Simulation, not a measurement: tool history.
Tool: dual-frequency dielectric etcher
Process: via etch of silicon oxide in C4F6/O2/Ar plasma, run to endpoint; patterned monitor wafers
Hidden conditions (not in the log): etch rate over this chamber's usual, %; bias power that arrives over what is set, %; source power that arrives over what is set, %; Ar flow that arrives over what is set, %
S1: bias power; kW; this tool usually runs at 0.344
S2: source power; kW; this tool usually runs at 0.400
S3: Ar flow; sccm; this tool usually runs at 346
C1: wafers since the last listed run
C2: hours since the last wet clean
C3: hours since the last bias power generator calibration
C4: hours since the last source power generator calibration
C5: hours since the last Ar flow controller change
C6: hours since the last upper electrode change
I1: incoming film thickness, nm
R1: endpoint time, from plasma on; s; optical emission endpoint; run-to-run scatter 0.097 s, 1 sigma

Run 1, day 0.000: usual settings; C1 0; C2 214.2; C3 4984.2; C4 1207.2; C5 3790.1; C6 4708.1; I1 145.4. Result: R1 32.3 s.
Run 2, day 0.462: usual settings; C1 186; C2 225.3; C3 4995.3; C4 1218.3; C5 3801.2; C6 4719.2; I1 146.1. Result: R1 32.4 s.
Run 3, day 0.792: usual settings; C1 132; C2 233.2; C3 5003.2; C4 1226.2; C5 3809.1; C6 4727.1; I1 146.4. Result: R1 32.4 s.
At day 1.804: Ar flow controller replaced.
At day 2.125: upper electrode replaced.
Run 4, day 2.146: usual settings; C1 316; C2 265.7; C3 5035.7; C4 1258.7; C5 8.2; C6 0.5; I1 145.7. Result: R1 32.4 s.
Run 5, day 2.158: usual settings; C1 5; C2 266.0; C3 5036.0; C4 1259.0; C5 8.5; C6 0.8; I1 145.5. Result: R1 32.2 s.
Run 6, day 2.175: usual settings; C1 6; C2 266.4; C3 5036.4; C4 1259.4; C5 8.9; C6 1.2; I1 144.9. Result: R1 32.1 s.
Run 7, day 3.175: usual settings; C1 403; C2 290.4; C3 5060.4; C4 1283.4; C5 32.9; C6 25.2; I1 145.5. Result: R1 32.4 s.
Run 8, day 3.742: usual settings but S1 0.259 kW, S2 0.440 kW, S3 262 sccm; C1 228; C2 304.0; C3 5074.0; C4 1297.0; C5 46.5; C6 38.8; I1 146.0. Result: R1 34.2 s.
Run 9, day 4.288: usual settings but S1 0.387 kW, S2 0.350 kW, S3 280 sccm; C1 220; C2 317.1; C3 5087.1; C4 1310.1; C5 59.6; C6 51.9; I1 145.6. Result: R1 32.2 s.
Run 10, day 4.683: usual settings; C1 159; C2 326.6; C3 5096.6; C4 1319.6; C5 69.1; C6 61.4; I1 145.2. Result: R1 32.5 s.
Run 11, day 5.179: usual settings but S1 0.306 kW, S3 376 sccm; C1 200; C2 338.5; C3 5108.5; C4 1331.5; C5 81.0; C6 73.3; I1 145.4. Result: R1 34.4 s.
Run 12, day 5.550: usual settings but S2 0.490 kW; C1 149; C2 347.4; C3 5117.4; C4 1340.4; C5 89.9; C6 82.2; I1 146.9. Result: R1 29.9 s.
Run 13, day 5.888: usual settings but S1 0.320 kW, S2 0.350 kW, S3 289 sccm; C1 136; C2 355.5; C3 5125.5; C4 1348.5; C5 98.0; C6 90.3; I1 145.8. Result: R1 35.1 s.
Run 14, day 6.512: usual settings; C1 252; C2 370.5; C3 5140.5; C4 1363.5; C5 113.0; C6 105.3; I1 144.4. Result: R1 32.1 s.
Run 15, day 6.908: usual settings but S3 265 sccm; C1 159; C2 380.0; C3 5150.0; C4 1373.0; C5 122.5; C6 114.8; I1 145.0. Result: R1 31.6 s.
At day 7.450: source power generator calibrated.
Run 16, day 7.462: usual settings but S3 398 sccm; C1 156; C2 393.3; C3 5163.3; C4 0.3; C5 135.8; C6 128.1; I1 145.1. Result: R1 33.0 s.
Run 17, day 7.896: usual settings but S1 0.273 kW, S3 404 sccm; C1 174; C2 403.7; C3 5173.7; C4 10.7; C5 146.2; C6 138.5; I1 146.4. Result: R1 36.7 s.
At day 9.146: wet clean of the chamber.
Run 18, day 9.167: usual settings but S1 0.310 kW, S2 0.340 kW, S3 267 sccm; C1 109; C2 0.5; C3 5204.2; C4 41.2; C5 176.7; C6 169.0; I1 146.6. Result: R1 35.5 s.
Run 19, day 9.183: usual settings; C1 6; C2 0.9; C3 5204.6; C4 41.6; C5 177.1; C6 169.4; I1 145.7. Result: R1 32.2 s.
At day 9.538: bias power generator calibrated.
Run 20, day 9.558: usual settings but S3 281 sccm; C1 84; C2 9.9; C3 0.5; C4 50.6; C5 186.1; C6 178.4; I1 147.7. Result: R1 32.0 s.

Run 21 comes next. What will it give?
Run 21, day 10.404: usual settings; C1 341; C2 30.2; C3 20.8; C4 70.9; C5 206.4; C6 198.7; I1 144.1. Result: R1 ?.

Run 21 gave R1 32.0 s.
If the tool had no hidden condition, the same run with the same run-to-run variation would have returned R1 32.0 s.
